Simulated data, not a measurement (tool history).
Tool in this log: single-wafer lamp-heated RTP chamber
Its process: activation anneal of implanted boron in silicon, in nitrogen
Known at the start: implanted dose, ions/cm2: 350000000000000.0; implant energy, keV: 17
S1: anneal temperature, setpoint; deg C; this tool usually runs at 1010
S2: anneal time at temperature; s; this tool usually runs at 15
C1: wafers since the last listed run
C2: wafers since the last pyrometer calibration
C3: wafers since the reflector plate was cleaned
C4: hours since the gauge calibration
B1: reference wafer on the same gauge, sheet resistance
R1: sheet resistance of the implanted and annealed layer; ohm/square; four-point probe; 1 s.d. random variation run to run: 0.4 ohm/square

run	day	S1	S2	C1	C2	C3	C4	B1	R1
1	0.000	1010	15	0	533	9739	243.3	250.94	267.88
2	0.517	1010	15	138	671	9877	255.7	251.07	267.24
3	1.012	1010	15	132	803	10010	267.6	251.00	266.45
# day 1.462: gauge calibrated
4	1.612	1010	21	160	964	10170	3.6	251.06	265.72
5	2.267	1010	15	174	1139	10345	19.3	251.00	266.72
6	2.571	1010	15	81	1220	10427	26.6	251.17	266.29
7	4.292	991	15	460	1680	10887	67.9	251.00	271.75
8	4.904	1010	15	163	1844	11051	82.6	251.04	266.84
9	5.354	1010	15	120	1965	11171	93.4	250.99	266.58
10	5.992	1010	15	170	2135	11342	108.7	250.88	266.22
11	6.583	1010	15	158	2293	11500	122.9	250.89	267.04
12	7.233	1010	15	173	2467	11674	138.5	250.99	266.72
13	7.496	1010	15	70	2538	11744	144.8	251.02	265.99
14	8.100	1023	19	161	2699	11906	159.3	251.06	264.37
15	8.788	1023	19	183	2883	12089	175.8	250.94	264.65
# day 9.292: reflector plate cleaned
# day 9.346: pyrometer window cleaned and pyrometer calibrated
16	9.367	1023	19	50	5	5	189.7	250.94	264.12
17	9.479	1010	15	30	35	35	192.4	251.01	265.50
18	11.129	1010	18	441	476	476	232.0	250.99	265.89
19	11.425	1010	8	79	555	555	239.1	251.02	267.21
20	11.950	1010	15	140	696	696	251.7	251.19	266.24
21	12.279	1030	22	88	784	784	259.6	251.13	263.84
22	12.996	983	21	191	975	975	276.8	250.99	268.98
# day 13.421: pyrometer window cleaned and pyrometer calibrated, repeated, since the last time left the tool worse
23	13.442	1010	15	30	5	1005	287.5	250.94	266.86
24	14.038	1010	15	159	164	1165	301.8	251.14	266.53
25	14.383	1010	15	92	257	1257	310.1	250.99	266.43
26	14.846	1010	15	123	381	1381	321.2	251.05	266.78
27	15.250	1020	22	108	489	1489	330.9	251.09	264.64
# day 15.542: gauge calibrated
28	15.900	998	20	173	663	1663	8.6	250.88	268.64
29	16.329	995	22	114	777	1778	18.9	251.07	268.92
30	17.012	1038	13	182	960	1961	35.3	250.92	264.52
31	17.429	1010	15	111	1072	2072	45.3	250.96	266.38
32	18.083	1010	15	174	1247	2247	61.0	250.90	266.72
33	18.392	1038	7	82	1329	2330	68.4	251.03	265.22
34	18.971	987	15	154	1484	2484	82.3	251.13	272.60
35	19.612	993	19	171	1656	2656	97.7	251.11	268.87

Below are 3 alternative next runs, each starting from the tool's condition after run 35. Predict each:
A	19.629	1030	15	4	1660	2661	98.1	?	?
B	19.629	1019	12	4	1660	2661	98.1	?	?
C	19.629	992	24	4	1660	2661	98.1	?	?

run	B1	R1
A	250.94	264.57
B	250.94	265.98
C	250.94	269.43
Without the tool's hidden state the same runs would have given:
run	R1
A	264.98
B	266.59
C	271.42
